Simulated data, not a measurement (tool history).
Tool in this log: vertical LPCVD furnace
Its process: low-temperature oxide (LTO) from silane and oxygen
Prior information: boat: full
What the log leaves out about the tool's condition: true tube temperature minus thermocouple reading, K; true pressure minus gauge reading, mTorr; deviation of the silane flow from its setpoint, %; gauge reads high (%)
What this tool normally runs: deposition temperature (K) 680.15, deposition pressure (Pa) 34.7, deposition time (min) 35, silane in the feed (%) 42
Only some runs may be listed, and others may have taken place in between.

run	hour	deposition temperature (K)	deposition pressure (Pa)	deposition time (min)	silane in the feed (%)	wafers since the last listed run	hours since the last temperature calibration	hours since the pressure gauge was zeroed	hours since the silane flow controller was replaced	hours since the gauge calibration	read-back reference wafer on the same gauge, thickness	film thickness on the monitor wafer in the middle of the boat (nm)
1	0	671.15	34.7	35	45	0	3979.5	4048.7	5154.6	69.1	552.09	502.39
2	45	671.15	34.7	35	45	681	4024.5	4093.7	5199.6	114.1	552.09	502.62
3	77.6	683.15	34.7	30	42	493	4057.1	4126.3	5232.2	146.7	551.99	454.34
# hour 117.4: pressure gauge zeroed
4	117.9	680.15	34.7	35	42	246	4097.4	0.5	5272.5	187	551.87	485.99
5	128.1	680.15	34.7	35	42	154	4107.6	10.7	5282.7	197.2	552.17	487.47
6	140.9	675.15	34.7	35	42	193	4120.4	23.5	5295.5	210	551.96	461.89
# hour 193.9: thermocouples replaced and temperature profile calibrated
7	194.4	680.15	34.7	30.5	42	446	0.5	77	5349	263.5	552.11	424.44
8	199.4	684.15	30	41.5	34	75	5.5	82	5354	268.5	551.87	403.85
# hour 210: gauge calibrated
9	227.6	677.15	30.7	22	37	426	33.7	110.2	5382.2	17.6	552.16	225.92
10	247.6	680.15	34.7	35	42	302	53.7	130.2	5402.2	37.6	551.81	488.83
# hour 295.4: silane flow controller replaced
11	295.9	670.15	28.7	35	42	367	102	178.5	0.5	85.9	551.89	361.78
12	305.4	680.15	34.7	35	42	143	111.5	188	10	95.4	551.94	487.36
13	322.4	686.15	34.7	24	42	257	128.5	205	27	112.4	552.02	357.19
14	354.2	680.15	34.7	23.5	50	481	160.3	236.8	58.8	144.2	551.91	387.68
15	380.9	683.15	34.7	35	42	404	187	263.5	85.5	170.9	552.11	503.74

Per-run results on a tool with no hidden state, each run keeping its own random variation:
run	film thickness on the monitor wafer in the middle of the boat (nm)
1	476.12
2	476.06
3	430.16
4	486.12
5	487.53
6	461.86
7	424.11
8	403.47
9	225.61
10	488.11
11	360.86
12	486.27
13	356.31
14	386.57
15	502.11
